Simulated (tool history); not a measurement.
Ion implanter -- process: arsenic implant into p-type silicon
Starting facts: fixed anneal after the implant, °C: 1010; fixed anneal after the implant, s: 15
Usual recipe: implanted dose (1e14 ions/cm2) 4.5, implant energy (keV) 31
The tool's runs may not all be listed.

| run | hour | implanted dose (1e14 ions/cm2) | implant energy (keV) | wafers since the last listed run | hours since the last dose calibration | hours since the extraction supply was calibrated | hours since the gauge calibration | read-back reference wafer on the same gauge, sheet resistance | sheet resistance of the implanted and annealed layer (ohm/square) |
|---|---|---|---|---|---|---|---|---|---|
| 1 | 0 | 4.5 | 31 | 0 | 857.6 | 5817.3 | 466 | 240.91 | 221.93 |
|  | 82.1 | Faraday cup replaced and dose calibrated |
| 2 | 139.4 | 4.5 | 31 | 3006 | 57.3 | 5956.7 | 605.4 | 240.94 | 221.71 |
| 3 | 204.5 | 4.5 | 31 | 1489 | 122.4 | 6021.8 | 670.5 | 240.99 | 222.56 |
| 4 | 248.6 | 4.5 | 31 | 1009 | 166.5 | 6065.9 | 714.6 | 241.07 | 222.06 |
| 5 | 312.9 | 4.96 | 25.5 | 1471 | 230.8 | 6130.2 | 778.9 | 241.01 | 213.18 |
| 6 | 348 | 4.96 | 25.5 | 803 | 265.9 | 6165.3 | 814 | 241 | 213.23 |
| 7 | 376.6 | 4.5 | 35.5 | 654 | 294.5 | 6193.9 | 842.6 | 241.07 | 217.86 |
|  | 435.4 | extraction supply calibrated |
| 8 | 461.8 | 4.5 | 35.5 | 1766 | 379.7 | 26.4 | 927.8 | 241.01 | 217.68 |
| 9 | 531.1 | 4.5 | 35.5 | 1585 | 449 | 95.7 | 997.1 | 240.97 | 217.24 |
| 10 | 557.3 | 4.5 | 28.5 | 599 | 475.2 | 121.9 | 1023.3 | 240.9 | 225.06 |
| 11 | 591.3 | 4.5 | 28.5 | 778 | 509.2 | 155.9 | 1057.3 | 241.01 | 224.86 |
| 12 | 618.1 | 3.93 | 31 | 613 | 536 | 182.7 | 1084.1 | 240.96 | 245.46 |
| 13 | 683.4 | 4.5 | 31 | 1494 | 601.3 | 248 | 1149.4 | 241.03 | 222.31 |

For run 14, what comes out?
|  | 704.7 | gauge calibrated |
| 14 | 726.6 | 5.67 | 41 | 988 | 644.5 | 291.2 | 21.9 | ? | ? |

read-back reference wafer on the same gauge, sheet resistance: 241.03
sheet resistance of the implanted and annealed layer (ohm/square): 178.29
On a tool with no hidden condition, and with the same random variation, this run would have come out at sheet resistance of the implanted and annealed layer (ohm/square) 178.96.

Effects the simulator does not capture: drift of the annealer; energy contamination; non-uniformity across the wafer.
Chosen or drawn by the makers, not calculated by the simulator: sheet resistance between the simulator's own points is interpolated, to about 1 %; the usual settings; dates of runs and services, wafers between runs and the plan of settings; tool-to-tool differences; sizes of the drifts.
